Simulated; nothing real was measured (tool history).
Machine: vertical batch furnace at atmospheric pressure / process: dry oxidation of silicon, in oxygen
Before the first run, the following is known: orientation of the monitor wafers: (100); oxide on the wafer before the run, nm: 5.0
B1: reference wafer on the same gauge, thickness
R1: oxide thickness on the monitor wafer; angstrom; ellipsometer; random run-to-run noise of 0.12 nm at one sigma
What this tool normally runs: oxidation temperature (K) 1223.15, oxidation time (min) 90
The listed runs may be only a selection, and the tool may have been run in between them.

Run 1, hour 0: usual settings; B1 38. Result: R1 375.3 angstrom.
Run 2, hour 74: usual settings; B1 38. Result: R1 376.5 angstrom.
Run 3, hour 98.3: usual settings; B1 38. Result: R1 374.8 angstrom.
Run 4, hour 131.7: usual settings but oxidation temperature (K) 1241.15; B1 38.02. Result: R1 435.2 angstrom.
Run 5, hour 150.4: usual settings but oxidation temperature (K) 1241.15; B1 38.03. Result: R1 434.7 angstrom.
Run 6, hour 226.9: usual settings but oxidation temperature (K) 1212.15, oxidation time (min) 66; B1 37.95. Result: R1 278.9 angstrom.
Run 7, hour 256.5: usual settings but oxidation temperature (K) 1212.15, oxidation time (min) 66; B1 37.99. Result: R1 276.9 angstrom.
Run 8, hour 277.9: usual settings; B1 38. Result: R1 378.9 angstrom.
Run 9, hour 291.6: usual settings; B1 38.02. Result: R1 381.1 angstrom.
Run 10, hour 313.7: usual settings; B1 38. Result: R1 378.6 angstrom.
Run 11, hour 403.6: usual settings but oxidation temperature (K) 1215.15, oxidation time (min) 123.5; B1 38. Result: R1 417.4 angstrom.
Run 12, hour 437.3: usual settings; B1 38.03. Result: R1 360.3 angstrom.
Run 13, hour 525.1: usual settings but oxidation temperature (K) 1235.15; B1 37.97. Result: R1 402.2 angstrom.
Run 14, hour 556.1: usual settings; B1 38.01. Result: R1 362.6 angstrom.
Run 15, hour 584: usual settings; B1 37.98. Result: R1 361.9 angstrom.
Run 16, hour 600: usual settings but oxidation temperature (K) 1236.15; B1 38.02. Result: R1 406.2 angstrom.
Run 17, hour 635.4: usual settings but oxidation temperature (K) 1212.15, oxidation time (min) 66; B1 38.02. Result: R1 266.1 angstrom.
Run 18, hour 653.1: usual settings; B1 37.99. Result: R1 364.8 angstrom.
Run 19, hour 677.8: usual settings; B1 38.03. Result: R1 361.4 angstrom.
Run 20, hour 711.6: usual settings but oxidation temperature (K) 1238.15, oxidation time (min) 73.5; B1 38. Result: R1 359.9 angstrom.
Run 21, hour 734.4: usual settings but oxidation temperature (K) 1245.15, oxidation time (min) 52; B1 37.98. Result: R1 306.1 angstrom.
Run 22, hour 752.9: usual settings but oxidation temperature (K) 1241.15, oxidation time (min) 108.5; B1 38.01. Result: R1 476 angstrom.
Run 23, hour 782.5: usual settings but oxidation temperature (K) 1243.15, oxidation time (min) 64.5; B1 38.01. Result: R1 342.5 angstrom.
Run 24, hour 797.1: usual settings but oxidation temperature (K) 1232.15, oxidation time (min) 127; B1 38. Result: R1 496.5 angstrom.
Run 25, hour 822.8: usual settings; B1 38. Result: R1 360.6 angstrom.
Run 26, hour 843.6: usual settings; B1 38.01. Result: R1 364.2 angstrom.
Run 27, hour 859: usual settings but oxidation temperature (K) 1244.15, oxidation time (min) 121.5; B1 38. Result: R1 529.2 angstrom.
Run 28, hour 886.9: usual settings but oxidation time (min) 61; B1 38.03. Result: R1 281.6 angstrom.

Removed from this log: 3 entries logged between the listed runs. Between which two listed runs does each belong, and how does the tool's hidden state at the listed run before it compare with that at the listed run after it?
Runs 8 to 9: gauge calibrated (hour 290.6)
  true tube temperature minus thermocouple reading, K: 5.13 -> 5.19
  measured value less the no-hidden-state value, R1: +18.3 -> +18.7 angstrom
Runs 10 to 11: thermocouples replaced and temperature profile calibrated (hour 397.7)
  true tube temperature minus thermocouple reading, K: 5.29 -> 0.388
  measured value less the no-hidden-state value, R1: +18.8 -> +1.6 angstrom
Runs 12 to 13: boat lift adjusted (hour 466)
  true tube temperature minus thermocouple reading, K: 0.39 -> 0.405
  measured value less the no-hidden-state value, R1: +1.4 -> +1.3 angstrom

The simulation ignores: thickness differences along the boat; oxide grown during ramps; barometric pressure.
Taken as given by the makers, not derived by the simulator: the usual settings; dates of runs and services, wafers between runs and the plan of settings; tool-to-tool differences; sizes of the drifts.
